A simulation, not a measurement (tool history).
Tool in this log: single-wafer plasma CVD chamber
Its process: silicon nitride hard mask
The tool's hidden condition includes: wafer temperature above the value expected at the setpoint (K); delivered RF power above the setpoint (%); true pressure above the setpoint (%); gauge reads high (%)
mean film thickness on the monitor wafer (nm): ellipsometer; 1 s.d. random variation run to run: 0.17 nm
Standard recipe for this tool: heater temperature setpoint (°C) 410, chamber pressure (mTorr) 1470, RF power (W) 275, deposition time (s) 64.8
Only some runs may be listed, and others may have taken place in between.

run	hour	heater temperature setpoint (°C)	chamber pressure (mTorr)	RF power (W)	deposition time (s)	wafers since the last listed run	hours since the last thermocouple change	hours since the last RF generator calibration	hours since the last manometer calibration	hours since the showerhead was replaced	hours since the gauge calibration	read-back reference wafer on the same gauge, thickness_nm	mean film thickness on the monitor wafer (nm)
1	0.0	410	1470	275	64.8	0	3013.2	1248.0	2734.1	2469.9	391.6	61.306	63.567
2	16.8	410	1470	275	64.8	170	3030.0	1264.8	2750.9	2486.7	408.4	61.290	63.616
3	32.7	410	1470	275	64.8	160	3045.9	1280.7	2766.8	2502.6	424.3	61.318	63.562
4	39.3	410	1470	275	64.8	66	3052.5	1287.3	2773.4	2509.2	430.9	61.308	63.100
# hour 50.0: gauge calibrated
# hour 57.4: capacitance manometer re-zeroed and calibrated
5	57.9	410	1470	275	64.8	107	3071.1	1305.9	0.5	2527.8	7.9	61.321	63.325
# hour 78.3: thermocouple changed; heater temperature recalibrated
6	78.8	400	1570	275	64.8	130	0.5	1326.8	21.4	2548.7	28.8	61.299	64.292
7	83.5	400	1570	275	64.8	47	5.2	1331.5	26.1	2553.4	33.5	61.302	63.926
8	93.4	400	1570	275	64.8	100	15.1	1341.4	36.0	2563.3	43.4	61.326	64.091
9	101.8	410	1470	275	64.8	85	23.5	1349.8	44.4	2571.7	51.8	61.316	63.010
10	109.7	410	1470	275	64.8	79	31.4	1357.7	52.3	2579.6	59.7	61.315	63.182
# hour 127.3: showerhead replaced, of another model than before
11	127.8	410	1160	315	72.6	102	49.5	1375.8	70.4	0.5	77.8	61.326	74.069
12	145.5	406	1600	275	51.9	179	67.2	1393.5	88.1	18.2	95.5	61.302	49.275
13	154.3	410	1610	235	64.8	89	76.0	1402.3	96.9	27.0	104.3	61.309	54.096
14	167.6	398	1250	225	53.0	134	89.3	1415.6	110.2	40.3	117.6	61.295	41.287
15	183.1	418	1380	260	64.8	156	104.8	1431.1	125.7	55.8	133.1	61.312	57.405
16	191.1	410	1190	320	64.8	80	112.8	1439.1	133.7	63.8	141.1	61.315	66.482
17	205.2	410	1470	275	64.8	142	126.9	1453.2	147.8	77.9	155.2	61.319	60.543
18	221.2	410	1470	275	64.8	161	142.9	1469.2	163.8	93.9	171.2	61.296	60.393
# hour 237.1: RF generator calibrated
19	237.6	395	1680	275	61.3	85	159.3	0.5	180.2	110.3	187.6	61.289	63.483
20	243.6	410	1470	275	64.8	60	165.3	6.5	186.2	116.3	193.6	61.275	65.414
21	260.2	410	1470	260	64.8	168	181.9	23.1	202.8	132.9	210.2	61.314	62.999

Run 22 has not been measured yet. What should we expect?
22	267.5	410	1190	320	64.8	73	189.2	30.4	210.1	140.2	217.5	?	?

{"run 22": {"read-back reference wafer on the same gauge, thickness_nm": 61.297, "mean film thickness on the monitor wafer (nm)": 71.629}}
With the hidden condition absent and the run-to-run variation left alone, this run would have shown mean film thickness on the monitor wafer (nm) 71.745.
